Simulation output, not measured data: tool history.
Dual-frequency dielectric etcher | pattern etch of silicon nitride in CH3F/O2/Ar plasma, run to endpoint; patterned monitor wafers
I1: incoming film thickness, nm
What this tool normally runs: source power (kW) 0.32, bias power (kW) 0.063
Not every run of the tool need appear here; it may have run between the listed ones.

run 1 hour=0 | source_power_(kW)=0.32 bias_power_(kW)=0.063 | I1=33.9 | endpoint_time_(s)=55.8
run 2 hour=22 | source_power_(kW)=0.37 bias_power_(kW)=0.052 | I1=34.41 | endpoint_time_(s)=55
run 3 hour=66.7 | source_power_(kW)=0.37 bias_power_(kW)=0.052 | I1=34.52 | endpoint_time_(s)=55.3
run 4 hour=139.8 | source_power_(kW)=0.32 bias_power_(kW)=0.063 | I1=34.33 | endpoint_time_(s)=56.8
run 5 hour=164.1 | source_power_(kW)=0.32 bias_power_(kW)=0.063 | I1=33.83 | endpoint_time_(s)=55.7
run 6 hour=188.5 | source_power_(kW)=0.32 bias_power_(kW)=0.059 | I1=34.16 | endpoint_time_(s)=55.8
-- hour=217.2 source power generator calibrated
-- hour=234.6 wet clean of the chamber
-- hour=239.8 upper electrode replaced
-- hour=242.6 bias power generator calibrated
run 7 hour=243.1 | source_power_(kW)=0.29 bias_power_(kW)=0.056 | I1=34.47 | endpoint_time_(s)=60.2
run 8 hour=244.8 | source_power_(kW)=0.38 bias_power_(kW)=0.072 | I1=34.24 | endpoint_time_(s)=49.9
run 9 hour=262.8 | source_power_(kW)=0.38 bias_power_(kW)=0.072 | I1=34.6 | endpoint_time_(s)=50.2
run 10 hour=283.1 | source_power_(kW)=0.32 bias_power_(kW)=0.063 | I1=34.53 | endpoint_time_(s)=55.7
run 11 hour=308.2 | source_power_(kW)=0.32 bias_power_(kW)=0.063 | I1=34 | endpoint_time_(s)=55.5
run 12 hour=340.8 | source_power_(kW)=0.32 bias_power_(kW)=0.063 | I1=34.17 | endpoint_time_(s)=55.4
run 13 hour=369.6 | source_power_(kW)=0.32 bias_power_(kW)=0.063 | I1=34.21 | endpoint_time_(s)=55.8
run 14 hour=392.4 | source_power_(kW)=0.32 bias_power_(kW)=0.063 | I1=34.42 | endpoint_time_(s)=56
run 15 hour=412.4 | source_power_(kW)=0.25 bias_power_(kW)=0.075 | I1=34.18 | endpoint_time_(s)=59.4
run 16 hour=441 | source_power_(kW)=0.27 bias_power_(kW)=0.074 | I1=34.35 | endpoint_time_(s)=57.8

Estimate the outcome of run 17 from the log above:
run 17 hour=454.4 | source_power_(kW)=0.39 bias_power_(kW)=0.063 | I1=33.8 | endpoint_time_(s)=?

endpoint time (s): 50.4
Were there no unlogged condition in the tool, this run, its random variation unchanged, would have produced endpoint time (s) 50.4.
